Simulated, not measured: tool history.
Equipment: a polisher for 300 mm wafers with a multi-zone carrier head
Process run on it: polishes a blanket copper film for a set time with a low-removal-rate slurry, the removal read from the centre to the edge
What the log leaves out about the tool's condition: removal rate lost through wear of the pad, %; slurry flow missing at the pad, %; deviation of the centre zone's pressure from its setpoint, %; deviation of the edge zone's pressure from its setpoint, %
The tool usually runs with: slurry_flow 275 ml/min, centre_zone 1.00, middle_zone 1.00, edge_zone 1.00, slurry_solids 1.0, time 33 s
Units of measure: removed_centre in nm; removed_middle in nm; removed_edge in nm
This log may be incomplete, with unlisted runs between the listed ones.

run,hour,slurry_flow,centre_zone,middle_zone,edge_zone,slurry_solids,time,wafers since the last listed run,wafers polished on this pad,hours since the slurry nozzle was cleaned,hours since the centre zone pressure was calibrated,hours since the edge zone pressure was calibrated,hours since the carrier head's membrane was replaced,"incoming thickness of the incoming film, nm",removed_centre,removed_middle,removed_edge
1,0.0,275,1.00,1.00,1.00,1.0,33,0,1428,415.4,151.3,11.0,603.8,887.4,115.7,113.7,113.2
# hour 55.4: slurry nozzle cleaned
2,55.9,275,1.00,1.00,1.00,1.0,33,610,2038,0.5,207.2,66.9,659.7,869.4,110.9,107.8,108.5
# hour 70.8: worn pad replaced by a new one
3,112.4,275,1.00,1.00,1.00,1.2,33,583,462,57.0,263.7,123.4,716.2,884.0,122.7,123.2,124.2
4,173.2,275,1.00,1.00,1.00,1.2,33,675,1137,117.8,324.5,184.2,777.0,868.2,120.0,119.0,119.3
5,209.2,215,1.07,1.00,1.00,1.0,33,400,1537,153.8,360.5,220.2,813.0,887.1,119.9,107.4,109.0
# hour 243.1: centre zone pressure recalibrated
# hour 250.2: worn pad replaced by a new one
6,250.7,215,1.07,1.00,1.00,1.0,33,394,5,195.3,7.6,261.7,854.5,879.2,121.3,113.4,116.2
7,315.1,215,1.07,1.00,1.00,1.0,33,715,720,259.7,72.0,326.1,918.9,884.7,122.4,112.9,115.9
8,349.2,275,0.95,1.00,1.00,1.0,33,378,1099,293.8,106.1,360.2,953.0,890.0,112.1,114.7,113.2
# hour 388.9: carrier head's membrane replaced by a new one
9,395.2,275,1.07,1.00,1.00,1.2,33,455,1555,339.8,152.1,406.2,6.3,871.8,126.1,115.4,117.1
# hour 476.8: worn pad replaced by a new one
10,490.6,245,0.90,1.10,1.00,1.0,33,1015,152,435.2,247.5,501.6,101.7,888.5,111.2,125.1,116.2
11,554.8,275,1.00,1.00,1.00,1.3,33,713,866,499.4,311.7,565.8,165.9,883.4,126.3,121.9,124.0
# hour 565.7: edge zone pressure recalibrated
# hour 599.9: slurry nozzle cleaned
12,602.1,275,1.00,1.00,1.00,1.0,33,492,1358,2.2,359.0,36.4,213.2,864.6,115.9,113.3,113.3
13,627.1,275,1.00,1.00,1.00,1.0,33,277,1636,27.2,384.0,61.4,238.2,888.5,113.1,110.5,111.1
# hour 640.6: centre zone pressure recalibrated
14,666.4,275,1.00,1.00,1.06,1.0,33,414,2050,66.5,25.8,100.7,277.5,884.5,108.9,107.8,112.4
# hour 696.7: worn pad replaced by a new one
15,816.0,275,1.04,1.00,1.05,1.0,33,1617,1325,216.1,175.4,250.3,427.1,872.4,119.5,112.0,118.5
16,861.1,300,1.10,0.95,0.88,1.0,33,501,1827,261.2,220.5,295.4,472.2,880.9,120.0,106.9,106.4
# hour 884.8: worn pad replaced by a new one
17,898.1,325,1.00,1.00,1.00,1.0,33,366,147,298.2,257.5,332.4,509.2,870.0,121.2,121.2,119.4
18,947.1,275,1.00,1.00,1.00,1.0,33,544,692,347.2,306.5,381.4,558.2,893.9,118.4,114.9,117.9
19,986.4,275,1.00,1.11,1.00,1.0,33,436,1128,386.5,345.8,420.7,597.5,859.8,114.9,126.7,115.5

Each row is a separate what-if for the run after 19, all from the same tool condition, not one after another. Results?
A,986.8,275,1.00,1.00,0.90,1.0,33,4,1133,386.9,346.2,421.1,597.9,884.4,?,?,?
B,986.8,275,1.00,1.00,1.00,1.0,42,4,1133,386.9,346.2,421.1,597.9,884.4,?,?,?
C,986.8,275,1.05,1.00,1.10,1.0,33,4,1133,386.9,346.2,421.1,597.9,884.4,?,?,?

run,removed_centre,removed_middle,removed_edge
A,118.6,112.5,110.4
B,151.0,143.1,147.7
C,123.0,112.4,121.6
Take away the tool's hidden state, keep each run's random variation, and the runs would have read:
run,removed_centre,removed_middle,removed_edge
A,122.8,116.5,114.3
B,156.3,148.2,152.9
C,127.4,116.4,125.9
